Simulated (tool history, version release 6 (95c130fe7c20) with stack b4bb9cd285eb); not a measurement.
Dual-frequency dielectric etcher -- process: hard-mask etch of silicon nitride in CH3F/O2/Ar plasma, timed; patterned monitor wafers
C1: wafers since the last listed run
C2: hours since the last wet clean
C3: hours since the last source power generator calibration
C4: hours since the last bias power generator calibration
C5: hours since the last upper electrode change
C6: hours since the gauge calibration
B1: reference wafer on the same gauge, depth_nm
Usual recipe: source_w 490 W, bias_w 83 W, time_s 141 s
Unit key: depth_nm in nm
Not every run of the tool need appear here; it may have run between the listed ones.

{"run": 1, "hour": 0.0, "source_w": 490, "bias_w": 83, "time_s": 141, "C1": 0, "C2": 14.1, "C3": 1927.9, "C4": 2015.5, "C5": 2828, "C6": 1005.9, "B1": 117.9, "depth_nm": 119.8}
{"run": 2, "hour": 27.6, "source_w": 490, "bias_w": 83, "time_s": 141, "C1": 266, "C2": 41.7, "C3": 1955.5, "C4": 2043.1, "C5": 2855.6, "C6": 1033.5, "B1": 117.8, "depth_nm": 120.2}
{"run": 3, "hour": 57.9, "source_w": 490, "bias_w": 83, "time_s": 141, "C1": 292, "C2": 72, "C3": 1985.8, "C4": 2073.4, "C5": 2885.9, "C6": 1063.8, "B1": 117.8, "depth_nm": 119.3}
{"run": 4, "hour": 85.1, "source_w": 490, "bias_w": 83, "time_s": 141, "C1": 262, "C2": 99.2, "C3": 2013, "C4": 2100.6, "C5": 2913.1, "C6": 1091, "B1": 117.9, "depth_nm": 120.3}
{"run": 5, "hour": 149.2, "source_w": 490, "bias_w": 94, "time_s": 141, "C1": 618, "C2": 163.3, "C3": 2077.1, "C4": 2164.7, "C5": 2977.2, "C6": 1155.1, "B1": 118.1, "depth_nm": 123.9}
{"run": 6, "hour": 200.6, "source_w": 490, "bias_w": 94, "time_s": 141, "C1": 495, "C2": 214.7, "C3": 2128.5, "C4": 2216.1, "C5": 3028.6, "C6": 1206.5, "B1": 118, "depth_nm": 124.9}
{"run": 7, "hour": 274.0, "source_w": 490, "bias_w": 94, "time_s": 141, "C1": 707, "C2": 288.1, "C3": 2201.9, "C4": 2289.5, "C5": 3102, "C6": 1279.9, "B1": 117.8, "depth_nm": 124.4}
{"run": 8, "hour": 325.0, "source_w": 490, "bias_w": 75, "time_s": 132, "C1": 491, "C2": 339.1, "C3": 2252.9, "C4": 2340.5, "C5": 3153, "C6": 1330.9, "B1": 117.9, "depth_nm": 109.9}
{"run": 9, "hour": 366.3, "source_w": 490, "bias_w": 75, "time_s": 132, "C1": 398, "C2": 380.4, "C3": 2294.2, "C4": 2381.8, "C5": 3194.3, "C6": 1372.2, "B1": 118, "depth_nm": 109.1}
{"hour": 503.3, "done": "wet clean of the chamber"}
{"hour": 525.2, "done": "bias power generator calibrated"}
{"run": 10, "hour": 575.0, "source_w": 490, "bias_w": 83, "time_s": 141, "C1": 1742, "C2": 71.7, "C3": 2502.9, "C4": 49.8, "C5": 3403, "C6": 1580.9, "B1": 117.9, "depth_nm": 124.4}
{"run": 11, "hour": 615.4, "source_w": 490, "bias_w": 83, "time_s": 141, "C1": 389, "C2": 112.1, "C3": 2543.3, "C4": 90.2, "C5": 3443.4, "C6": 1621.3, "B1": 117.9, "depth_nm": 123.5}
{"hour": 669.5, "done": "gauge calibrated"}
{"run": 12, "hour": 677.8, "source_w": 490, "bias_w": 83, "time_s": 141, "C1": 601, "C2": 174.5, "C3": 2605.7, "C4": 152.6, "C5": 3505.8, "C6": 8.3, "B1": 117.9, "depth_nm": 124.2}
{"run": 13, "hour": 708.7, "source_w": 490, "bias_w": 83, "time_s": 141, "C1": 297, "C2": 205.4, "C3": 2636.6, "C4": 183.5, "C5": 3536.7, "C6": 39.2, "B1": 118, "depth_nm": 125.6}
{"hour": 762.6, "done": "wet clean of the chamber, repeated, since the last time left the tool worse"}
{"run": 14, "hour": 763.1, "source_w": 490, "bias_w": 83, "time_s": 141, "C1": 293, "C2": 0.5, "C3": 2691, "C4": 237.9, "C5": 3591.1, "C6": 93.6, "B1": 118, "depth_nm": 117.9}
{"run": 15, "hour": 796.1, "source_w": 490, "bias_w": 83, "time_s": 141, "C1": 318, "C2": 33.5, "C3": 2724, "C4": 270.9, "C5": 3624.1, "C6": 126.6, "B1": 118.1, "depth_nm": 118.7}
{"run": 16, "hour": 855.8, "source_w": 490, "bias_w": 93, "time_s": 183.5, "C1": 575, "C2": 93.2, "C3": 2783.7, "C4": 330.6, "C5": 3683.8, "C6": 186.3, "B1": 118.3, "depth_nm": 161.6}
{"run": 17, "hour": 936.1, "source_w": 530, "bias_w": 83, "time_s": 160.5, "C1": 774, "C2": 173.5, "C3": 2864, "C4": 410.9, "C5": 3764.1, "C6": 266.6, "B1": 117.9, "depth_nm": 139.1}
{"run": 18, "hour": 997.1, "source_w": 530, "bias_w": 83, "time_s": 160.5, "C1": 588, "C2": 234.5, "C3": 2925, "C4": 471.9, "C5": 3825.1, "C6": 327.6, "B1": 118.1, "depth_nm": 139.6}
{"run": 19, "hour": 1066.6, "source_w": 490, "bias_w": 83, "time_s": 141, "C1": 670, "C2": 304, "C3": 2994.5, "C4": 541.4, "C5": 3894.6, "C6": 397.1, "B1": 118.1, "depth_nm": 120.4}
{"run": 20, "hour": 1092.0, "source_w": 490, "bias_w": 83, "time_s": 141, "C1": 244, "C2": 329.4, "C3": 3019.9, "C4": 566.8, "C5": 3920, "C6": 422.5, "B1": 118, "depth_nm": 119.9}
{"hour": 1152.3, "done": "upper electrode replaced"}
{"run": 21, "hour": 1152.8, "source_w": 490, "bias_w": 83, "time_s": 141, "C1": 354, "C2": 390.2, "C3": 3080.7, "C4": 627.6, "C5": 0.5, "C6": 483.3, "B1": 118.1, "depth_nm": 120.7}
{"hour": 1182.9, "done": "source power generator calibrated"}
{"run": 22, "hour": 1188.7, "source_w": 410, "bias_w": 83, "time_s": 175.5, "C1": 307, "C2": 426.1, "C3": 5.8, "C4": 663.5, "C5": 36.4, "C6": 519.2, "B1": 118, "depth_nm": 143.8}
{"run": 23, "hour": 1220.4, "source_w": 490, "bias_w": 64, "time_s": 105, "C1": 305, "C2": 457.8, "C3": 37.5, "C4": 695.2, "C5": 68.1, "C6": 550.9, "B1": 118, "depth_nm": 83.5}
{"run": 24, "hour": 1249.6, "source_w": 400, "bias_w": 69, "time_s": 141, "C1": 281, "C2": 487, "C3": 66.7, "C4": 724.4, "C5": 97.3, "C6": 580.1, "B1": 118, "depth_nm": 108.7}
{"run": 25, "hour": 1302.0, "source_w": 610, "bias_w": 90, "time_s": 125.5, "C1": 505, "C2": 539.4, "C3": 119.1, "C4": 776.8, "C5": 149.7, "C6": 632.5, "B1": 118.1, "depth_nm": 116.9}
{"hour": 1343.6, "done": "wet clean of the chamber"}
{"run": 26, "hour": 1344.2, "source_w": 430, "bias_w": 102, "time_s": 169.5, "C1": 175, "C2": 0.6, "C3": 161.3, "C4": 819, "C5": 191.9, "C6": 674.7, "B1": 118.2, "depth_nm": 146.2}
{"run": 27, "hour": 1394.7, "source_w": 490, "bias_w": 103, "time_s": 111.5, "C1": 486, "C2": 51.1, "C3": 211.8, "C4": 869.5, "C5": 242.4, "C6": 725.2, "B1": 118.2, "depth_nm": 100.2}
{"run": 28, "hour": 1462.3, "source_w": 400, "bias_w": 69, "time_s": 141, "C1": 651, "C2": 118.7, "C3": 279.4, "C4": 937.1, "C5": 310, "C6": 792.8, "B1": 118, "depth_nm": 108.2}
{"run": 29, "hour": 1507.0, "source_w": 490, "bias_w": 83, "time_s": 141, "C1": 431, "C2": 163.4, "C3": 324.1, "C4": 981.8, "C5": 354.7, "C6": 837.5, "B1": 117.7, "depth_nm": 120.9}
{"run": 30, "hour": 1532.7, "source_w": 490, "bias_w": 103, "time_s": 141, "C1": 247, "C2": 189.1, "C3": 349.8, "C4": 1007.5, "C5": 380.4, "C6": 863.2, "B1": 118, "depth_nm": 127.8}

4 options for the next run, each taken on its own from the tool as it stands now. Forecast them:
{"run": "A", "hour": 1533.2, "source_w": 490, "bias_w": 76, "time_s": 141, "C1": 4, "C2": 189.6, "C3": 350.3, "C4": 1008, "C5": 380.9, "C6": 863.7, "B1": "?", "depth_nm": "?"}
{"run": "B", "hour": 1533.2, "source_w": 540, "bias_w": 83, "time_s": 141, "C1": 4, "C2": 189.6, "C3": 350.3, "C4": 1008, "C5": 380.9, "C6": 863.7, "B1": "?", "depth_nm": "?"}
{"run": "C", "hour": 1533.2, "source_w": 490, "bias_w": 89, "time_s": 141, "C1": 4, "C2": 189.6, "C3": 350.3, "C4": 1008, "C5": 380.9, "C6": 863.7, "B1": "?", "depth_nm": "?"}
{"run": "D", "hour": 1533.2, "source_w": 490, "bias_w": 104, "time_s": 161.5, "C1": 4, "C2": 189.6, "C3": 350.3, "C4": 1008, "C5": 380.9, "C6": 863.7, "B1": "?", "depth_nm": "?"}

run=A B1=118.1 depth_nm=117.5
run=B B1=118.1 depth_nm=123.5
run=C B1=118.1 depth_nm=122.7
run=D B1=118.1 depth_nm=147.2
Stripped of hidden state, with their random variation kept, the same runs would have yielded:
run=A depth_nm=116.6
run=B depth_nm=122.7
run=C depth_nm=121.9
run=D depth_nm=146.1
